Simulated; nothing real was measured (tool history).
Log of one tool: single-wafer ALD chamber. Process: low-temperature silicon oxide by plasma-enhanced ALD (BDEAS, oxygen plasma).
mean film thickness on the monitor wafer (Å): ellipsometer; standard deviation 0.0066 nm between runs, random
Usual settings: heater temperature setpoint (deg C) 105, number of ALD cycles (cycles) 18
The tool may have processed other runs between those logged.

run	hour	heater temperature setpoint (deg C)	number of ALD cycles (cycles)	read-back reference wafer on the same gauge, thickness_nm	mean film thickness on the monitor wafer (Å)
1	0	105	18	2.211	26.23
2	48.3	108	16	2.211	23.16
3	89.8	108	16	2.208	23.29
4	136.8	98	18	2.209	26.73
5	181.1	98	18	2.211	26.7
6	231.4	98	18	2.209	26.93
7	271.2	105	16	2.212	23.27
8	341.7	105	16	2.207	23.44
9	402.9	118	18	2.21	25.51
10	440.4	101	21	2.211	30.95
11	547.7	100	18	2.211	26.54
12	655.4	105	18	2.209	26.16
13	752.9	112	21	2.207	30.32
14	800.6	91	17	2.209	26.04
15	883.8	91	15	2.21	23.04
16	932.1	117	15	2.212	21.29

Between the runs listed above, the log contained 3 entries, not reproduced here. Where in the sequence does each belong, and how does what the log doesn't record of the tool's condition differ from the listed run before to the listed run after?
Logged between run 4 and run 5: gauge calibrated (hour 156.2)
  nothing in the hidden state changes from one run to the other
Logged between run 11 and run 12: gauge calibrated (hour 601.3); thermocouple changed; heater temperature recalibrated (hour 604.6)
  nothing in the hidden state changes from one run to the other

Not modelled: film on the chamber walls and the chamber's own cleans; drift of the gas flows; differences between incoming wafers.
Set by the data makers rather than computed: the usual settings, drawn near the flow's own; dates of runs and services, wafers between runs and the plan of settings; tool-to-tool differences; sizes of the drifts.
